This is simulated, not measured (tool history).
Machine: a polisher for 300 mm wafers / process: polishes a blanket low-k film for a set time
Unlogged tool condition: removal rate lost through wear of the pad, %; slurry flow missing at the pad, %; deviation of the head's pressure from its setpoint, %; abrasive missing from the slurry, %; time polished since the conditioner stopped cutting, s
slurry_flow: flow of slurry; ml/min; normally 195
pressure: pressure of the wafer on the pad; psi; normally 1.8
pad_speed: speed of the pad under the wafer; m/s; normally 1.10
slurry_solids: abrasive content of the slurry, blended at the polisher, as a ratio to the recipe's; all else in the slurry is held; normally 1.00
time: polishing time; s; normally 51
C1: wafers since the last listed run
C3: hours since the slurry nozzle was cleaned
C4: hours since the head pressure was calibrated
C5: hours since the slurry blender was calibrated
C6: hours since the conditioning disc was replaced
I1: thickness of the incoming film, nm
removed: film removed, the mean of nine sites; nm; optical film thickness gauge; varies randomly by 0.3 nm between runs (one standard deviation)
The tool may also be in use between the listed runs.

Run 1, hour 0.0: usual settings but slurry_flow 245 ml/min; C1 0; wafers polished on this pad 11; C3 635.1; C4 584.1; C5 431.4; C6 51.6; I1 593.2. Result: removed 25.3 nm.
Run 2, hour 67.1: usual settings; C1 599; wafers polished on this pad 610; C3 702.2; C4 651.2; C5 498.5; C6 118.7; I1 601.0. Result: removed 24.0 nm.
At hour 69.8: slurry nozzle cleaned.
At hour 149.6: slurry blender recalibrated.
Run 3, hour 169.1: usual settings; C1 884; wafers polished on this pad 1494; C3 99.3; C4 753.2; C5 19.5; C6 220.7; I1 588.9. Result: removed 24.7 nm.
Run 4, hour 247.1: usual settings; C1 696; wafers polished on this pad 2191; C3 177.3; C4 831.2; C5 97.5; C6 298.7; I1 605.5. Result: removed 24.3 nm.
Run 5, hour 312.3: usual settings; C1 582; wafers polished on this pad 2773; C3 242.5; C4 896.4; C5 162.7; C6 363.9; I1 611.5. Result: removed 23.6 nm.
Run 6, hour 383.4: usual settings; C1 634; wafers polished on this pad 3408; C3 313.6; C4 967.5; C5 233.8; C6 435.0; I1 594.0. Result: removed 23.5 nm.
Run 7, hour 445.5: usual settings; C1 554; wafers polished on this pad 3962; C3 375.7; C4 1029.6; C5 295.9; C6 497.1; I1 603.9. Result: removed 23.3 nm.
At hour 459.3: worn pad replaced by a new one.
Run 8, hour 532.0: usual settings but slurry_flow 245 ml/min; C1 736; wafers polished on this pad 649; C3 462.2; C4 1116.1; C5 382.4; C6 583.6; I1 597.0. Result: removed 23.1 nm.
At hour 548.4: head pressure recalibrated.
At hour 604.7: conditioning disc replaced and pad reconditioned.
Run 9, hour 612.4: usual settings but slurry_flow 245 ml/min, slurry_solids 1.30, time 56 s; C1 682; wafers polished on this pad 1331; C3 542.6; C4 64.0; C5 462.8; C6 7.7; I1 590.4. Result: removed 31.8 nm.
At hour 649.9: slurry blender recalibrated.
At hour 661.4: slurry nozzle cleaned.
Run 10, hour 710.2: usual settings; C1 846; wafers polished on this pad 2178; C3 48.8; C4 161.8; C5 60.3; C6 105.5; I1 600.9. Result: removed 25.0 nm.
Run 11, hour 748.4: usual settings; C1 341; wafers polished on this pad 2519; C3 87.0; C4 200.0; C5 98.5; C6 143.7; I1 611.6. Result: removed 24.7 nm.
Run 12, hour 849.9: usual settings; C1 906; wafers polished on this pad 3426; C3 188.5; C4 301.5; C5 200.0; C6 245.2; I1 604.8. Result: removed 24.9 nm.
Run 13, hour 947.5: usual settings; C1 871; wafers polished on this pad 4297; C3 286.1; C4 399.1; C5 297.6; C6 342.8; I1 596.2. Result: removed 24.9 nm.
At hour 961.3: worn pad replaced by a new one.
Run 14, hour 1007.1: usual settings but slurry_solids 1.15; C1 496; wafers polished on this pad 408; C3 345.7; C4 458.7; C5 357.2; C6 402.4; I1 606.7. Result: removed 26.1 nm.
Run 15, hour 1112.1: usual settings but slurry_flow 145 ml/min, pressure 2.0 psi, time 63 s; C1 937; wafers polished on this pad 1346; C3 450.7; C4 563.7; C5 462.2; C6 507.4; I1 611.9. Result: removed 32.6 nm.
At hour 1124.8: slurry blender recalibrated.
At hour 1153.5: conditioning disc replaced and pad reconditioned.
Run 16, hour 1180.5: usual settings but time 64 s; C1 575; wafers polished on this pad 1921; C3 519.1; C4 632.1; C5 55.7; C6 27.0; I1 603.7. Result: removed 31.1 nm.
Run 17, hour 1268.9: usual settings but pressure 1.2 psi, time 46 s; C1 789; wafers polished on this pad 2711; C3 607.5; C4 720.5; C5 144.1; C6 115.4; I1 607.8. Result: removed 14.3 nm.
At hour 1362.7: slurry nozzle cleaned.
Run 18, hour 1368.0: usual settings but slurry_flow 155 ml/min, pressure 1.4 psi; C1 876; wafers polished on this pad 3587; C3 5.3; C4 819.6; C5 243.2; C6 214.5; I1 600.4. Result: removed 18.2 nm.
Run 19, hour 1444.1: usual settings but pad_speed 0.86 m/s, slurry_solids 0.75; C1 679; wafers polished on this pad 4266; C3 81.4; C4 895.7; C5 319.3; C6 290.6; I1 604.4. Result: removed 17.3 nm.
At hour 1474.7: worn pad replaced by a new one.
Run 20, hour 1483.8: usual settings but pressure 2.1 psi, pad_speed 1.26 m/s; C1 318; wafers polished on this pad 81; C3 121.1; C4 935.4; C5 359.0; C6 330.3; I1 607.4. Result: removed 30.5 nm.
At hour 1572.3: slurry blender recalibrated.
Run 21, hour 1575.9: usual settings; C1 804; wafers polished on this pad 886; C3 213.2; C4 1027.5; C5 3.6; C6 422.4; I1 601.5. Result: removed 23.3 nm.

What will run 22 give?
Run 22, hour 1664.1: usual settings but slurry_flow 135 ml/min, pad_speed 1.46 m/s; C1 787; wafers polished on this pad 1673; C3 301.4; C4 1115.7; C5 91.8; C6 510.6; I1 592.8. Result: removed ?.

removed: 26.7 nm
Without the tool's hidden state the same run would have given removed 30.0 nm.

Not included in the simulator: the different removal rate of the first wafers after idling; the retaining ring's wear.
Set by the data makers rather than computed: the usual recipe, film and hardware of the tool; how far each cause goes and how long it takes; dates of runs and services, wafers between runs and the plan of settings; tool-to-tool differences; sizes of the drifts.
